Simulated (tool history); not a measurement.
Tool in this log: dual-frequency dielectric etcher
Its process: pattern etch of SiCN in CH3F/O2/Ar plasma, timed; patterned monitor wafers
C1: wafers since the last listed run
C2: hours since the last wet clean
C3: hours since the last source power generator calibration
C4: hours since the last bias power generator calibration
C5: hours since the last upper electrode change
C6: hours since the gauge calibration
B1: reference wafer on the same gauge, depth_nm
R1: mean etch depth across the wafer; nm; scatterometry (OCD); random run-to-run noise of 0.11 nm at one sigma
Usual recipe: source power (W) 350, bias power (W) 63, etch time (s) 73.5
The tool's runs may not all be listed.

Run 1, hour 0: usual settings but bias power (W) 56; C1 0; C2 504; C3 4303.6; C4 3353.9; C5 2463.9; C6 8; B1 25.3. Result: R1 24.92 nm.
Run 2, hour 14.3: usual settings but bias power (W) 56; C1 187; C2 518.3; C3 4317.9; C4 3368.2; C5 2478.2; C6 22.3; B1 25.3. Result: R1 24.72 nm.
Run 3, hour 21.6: usual settings; C1 95; C2 525.6; C3 4325.2; C4 3375.5; C5 2485.5; C6 29.6; B1 25.3. Result: R1 26.05 nm.
Run 4, hour 31.6: usual settings; C1 130; C2 535.6; C3 4335.2; C4 3385.5; C5 2495.5; C6 39.6; B1 25.33. Result: R1 25.96 nm.
Run 5, hour 40.6: usual settings but source power (W) 390, etch time (s) 78; C1 117; C2 544.6; C3 4344.2; C4 3394.5; C5 2504.5; C6 48.6; B1 25.29. Result: R1 29.1 nm.
Run 6, hour 51.7: usual settings; C1 145; C2 555.7; C3 4355.3; C4 3405.6; C5 2515.6; C6 59.7; B1 25.31. Result: R1 26.1 nm.
Run 7, hour 89.7: usual settings; C1 497; C2 593.7; C3 4393.3; C4 3443.6; C5 2553.6; C6 97.7; B1 25.3. Result: R1 26.21 nm.
Run 8, hour 103.7: usual settings; C1 183; C2 607.7; C3 4407.3; C4 3457.6; C5 2567.6; C6 111.7; B1 25.31. Result: R1 26.32 nm.
Run 9, hour 113.6: usual settings; C1 129; C2 617.6; C3 4417.2; C4 3467.5; C5 2577.5; C6 121.6; B1 25.3. Result: R1 26.24 nm.
Run 10, hour 124.9: usual settings but source power (W) 380, bias power (W) 69; C1 147; C2 628.9; C3 4428.5; C4 3478.8; C5 2588.8; C6 132.9; B1 25.29. Result: R1 28.29 nm.
At hour 170.6: wet clean of the chamber.
Run 11, hour 171.1: usual settings; C1 290; C2 0.5; C3 4474.7; C4 3525; C5 2635; C6 179.1; B1 25.31. Result: R1 24.91 nm.
At hour 181.6: bias power generator calibrated.
Run 12, hour 201.6: usual settings; C1 346; C2 31; C3 4505.2; C4 20; C5 2665.5; C6 209.6; B1 25.31. Result: R1 25.09 nm.
At hour 217.4: source power generator calibrated.
At hour 223.9: gauge calibrated.
At hour 234.7: upper electrode replaced.
Run 13, hour 235.2: usual settings; C1 160; C2 64.6; C3 17.8; C4 53.6; C5 0.5; C6 11.3; B1 25.29. Result: R1 25.03 nm.
Run 14, hour 235.6: usual settings but source power (W) 390, bias power (W) 56, etch time (s) 88; C1 5; C2 65; C3 18.2; C4 54; C5 0.9; C6 11.7; B1 25.32. Result: R1 29.94 nm.
Run 15, hour 247: usual settings; C1 149; C2 76.4; C3 29.6; C4 65.4; C5 12.3; C6 23.1; B1 25.3. Result: R1 25.17 nm.
Run 16, hour 257.8: usual settings but source power (W) 440; C1 141; C2 87.2; C3 40.4; C4 76.2; C5 23.1; C6 33.9; B1 25.3. Result: R1 27.65 nm.
Run 17, hour 265.3: usual settings but bias power (W) 76; C1 98; C2 94.7; C3 47.9; C4 83.7; C5 30.6; C6 41.4; B1 25.3. Result: R1 27.26 nm.
Run 18, hour 276.5: usual settings; C1 146; C2 105.9; C3 59.1; C4 94.9; C5 41.8; C6 52.6; B1 25.3. Result: R1 25.04 nm.
Run 19, hour 286.9: usual settings but source power (W) 390, bias power (W) 75, etch time (s) 53; C1 136; C2 116.3; C3 69.5; C4 105.3; C5 52.2; C6 63; B1 25.31. Result: R1 20.64 nm.
Run 20, hour 300.3: usual settings but source power (W) 380, bias power (W) 50, etch time (s) 81; C1 175; C2 129.7; C3 82.9; C4 118.7; C5 65.6; C6 76.4; B1 25.3. Result: R1 26.15 nm.
Run 21, hour 310.3: usual settings but etch time (s) 68; C1 130; C2 139.7; C3 92.9; C4 128.7; C5 75.6; C6 86.4; B1 25.31. Result: R1 23.29 nm.
Run 22, hour 327.1: usual settings but source power (W) 400; C1 219; C2 156.5; C3 109.7; C4 145.5; C5 92.4; C6 103.2; B1 25.3. Result: R1 26.93 nm.
Run 23, hour 338.4: usual settings but source power (W) 380, bias power (W) 57; C1 147; C2 167.8; C3 121; C4 156.8; C5 103.7; C6 114.5; B1 25.3. Result: R1 25.14 nm.

Run 24 has not been measured yet. What should we expect?
Run 24, hour 351.5: usual settings but bias power (W) 52, etch time (s) 86.5; C1 171; C2 180.9; C3 134.1; C4 169.9; C5 116.8; C6 127.6; B1 ?. Result: R1 ?.

B1: 25.3
R1: 27.26 nm
Were there no unlogged condition in the tool, this run, its random variation unchanged, would have produced R1 26.89 nm.
